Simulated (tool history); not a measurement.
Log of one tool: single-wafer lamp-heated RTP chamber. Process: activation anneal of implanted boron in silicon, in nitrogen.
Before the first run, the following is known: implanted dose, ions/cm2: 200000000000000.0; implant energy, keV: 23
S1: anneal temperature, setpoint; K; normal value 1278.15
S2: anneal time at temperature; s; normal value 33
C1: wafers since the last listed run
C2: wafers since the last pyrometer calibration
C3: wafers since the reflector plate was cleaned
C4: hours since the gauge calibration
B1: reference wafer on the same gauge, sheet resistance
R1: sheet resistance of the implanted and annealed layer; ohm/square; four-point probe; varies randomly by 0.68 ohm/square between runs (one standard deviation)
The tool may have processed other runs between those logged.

run    hour       S1  S2    C1    C2    C3      C4      B1      R1
  1     0.0  1270.15  33     0  8268  8321  1224.6  448.61  451.93
  2    55.2  1278.15  33   804  9072  9125  1279.8  448.42  450.11
  3   102.2  1278.15  33   685  9758  9810  1326.8  448.56  450.71
      125.0  -- reflector plate cleaned
      144.6  -- pyrometer window cleaned and pyrometer calibrated
  4   197.7  1278.15  33  1158   773   943  1422.3  448.52  448.43
  5   288.2  1278.15  33  1319  2092  2262  1512.8  448.41  449.30
  6   426.3  1278.15  33  2013  4106  4275  1650.9  448.00  448.74
  7   505.8  1278.15  33  1158  5265  5434  1730.4  448.03  449.00
  8   567.6  1278.15  33   900  6166  6335  1792.2  447.92  449.92
  9   651.6  1278.15  33  1224  7390  7560  1876.2  447.92  448.40
      671.7  -- reflector plate cleaned
 10   703.2  1269.15  33   635  8026   459  1927.8  447.61  451.89
      716.1  -- pyrometer window cleaned and pyrometer calibrated
 11   971.1  1269.15  33  3788  3717  4248  2195.7  447.61  451.26
 12  1028.9  1269.15  33   842  4560  5091  2253.5  447.71  451.50
 13  1133.3  1278.15  33  1521  6082  6613  2357.9  447.40  449.02
     1260.6  -- reflector plate cleaned
     1346.7  -- gauge calibrated
     1348.7  -- pyrometer window cleaned and pyrometer calibrated
 14  1421.4  1278.15  33  3966  1060  2227    74.7  452.82  454.44
 15  1468.0  1301.15  20   679  1739  2907   121.3  452.51  453.16
 16  1513.3  1301.15  20   660  2400  3567   166.6  452.42  452.79
 17  1594.0  1296.15  33  1176  3576  4744   247.3  451.75  452.24
 18  1658.5  1258.15  33   940  4516  5684   311.8  451.55  460.51
     1840.6  -- reflector plate cleaned
     1917.1  -- pyrometer window cleaned and pyrometer calibrated
 19  1941.2  1278.15  33  3888   351  1349   594.5  450.33  451.33
 20  1988.3  1261.15  16   686  1038  2036   641.6  450.00  461.86
 21  2035.1  1255.15  33   682  1720  2718   688.4  449.81  460.86
 22  2105.7  1252.15  43  1029  2749  3748   759.0  449.82  458.90
 23  2169.0  1289.15  51   922  3672  4670   822.3  449.74  448.58
 24  2234.0  1306.15  39   947  4620  5618   887.3  449.34  449.39
 25  2304.7  1307.15  33  1030  5650  6649   958.0  449.19  447.45
 26  2410.2  1292.15  33  1538  7188  8187  1063.5  448.92  447.59
     2470.6  -- reflector plate cleaned
     2488.4  -- pyrometer window cleaned and pyrometer calibrated
 27  2662.2  1278.15  33  3440  2533  2677  1315.5  448.49  449.56
 28  2766.2  1298.15  27  1516  4049  4193  1419.5  448.27  447.76
 29  2869.9  1288.15  33  1511  5561  5704  1523.2  447.88  448.31
 30  2934.3  1250.15  16   938  6500  6643  1587.6  447.84  469.60
 31  2988.6  1278.15  33   791  7291  7435  1641.9  447.75  450.33
 32  3034.1  1256.15  50   663  7955  8098  1687.4  447.99  454.51
     3117.6  -- pyrometer window cleaned and pyrometer calibrated
     3122.5  -- reflector plate cleaned
 33  3125.9  1278.15  16  1149    49    49  1779.2  447.68  450.44

Hidden condition of the tool, last listed run before each entry between runs versus first listed run after:
Between runs 3 and 4: reflector plate cleaned (hour 125.0); pyrometer window cleaned and pyrometer calibrated (hour 144.6)
  gauge reads high (%): -1.21 -> -1.24
  measured result minus the result with no hidden state, R1: -5.51 -> -5.65 ohm/square
Between runs 9 and 10: reflector plate cleaned (hour 671.7)
  gauge reads high (%): -1.37 -> -1.38
  measured result minus the result with no hidden state, R1: -6.22 -> -6.32 ohm/square
Between runs 10 and 11: pyrometer window cleaned and pyrometer calibrated (hour 716.1)
  gauge reads high (%): -1.38 -> -1.43
  measured result minus the result with no hidden state, R1: -6.32 -> -6.53 ohm/square
Between runs 13 and 14: reflector plate cleaned (hour 1260.6); gauge calibrated (hour 1346.7); pyrometer window cleaned and pyrometer calibrated (hour 1348.7)
  gauge reads high (%): -1.45 -> -0.226
  measured result minus the result with no hidden state, R1: -6.60 -> -1.03 ohm/square
Between runs 18 and 19: reflector plate cleaned (hour 1840.6); pyrometer window cleaned and pyrometer calibrated (hour 1917.1)
  gauge reads high (%): -0.535 -> -0.814
  measured result minus the result with no hidden state, R1: -2.48 -> -3.70 ohm/square
Between runs 26 and 27: reflector plate cleaned (hour 2470.6); pyrometer window cleaned and pyrometer calibrated (hour 2488.4)
  gauge reads high (%): -1.12 -> -1.24
  measured result minus the result with no hidden state, R1: -5.09 -> -5.64 ohm/square
Between runs 32 and 33: pyrometer window cleaned and pyrometer calibrated (hour 3117.6); reflector plate cleaned (hour 3122.5)
  gauge reads high (%): -1.36 -> -1.38
  measured result minus the result with no hidden state, R1: -6.25 -> -6.29 ohm/square
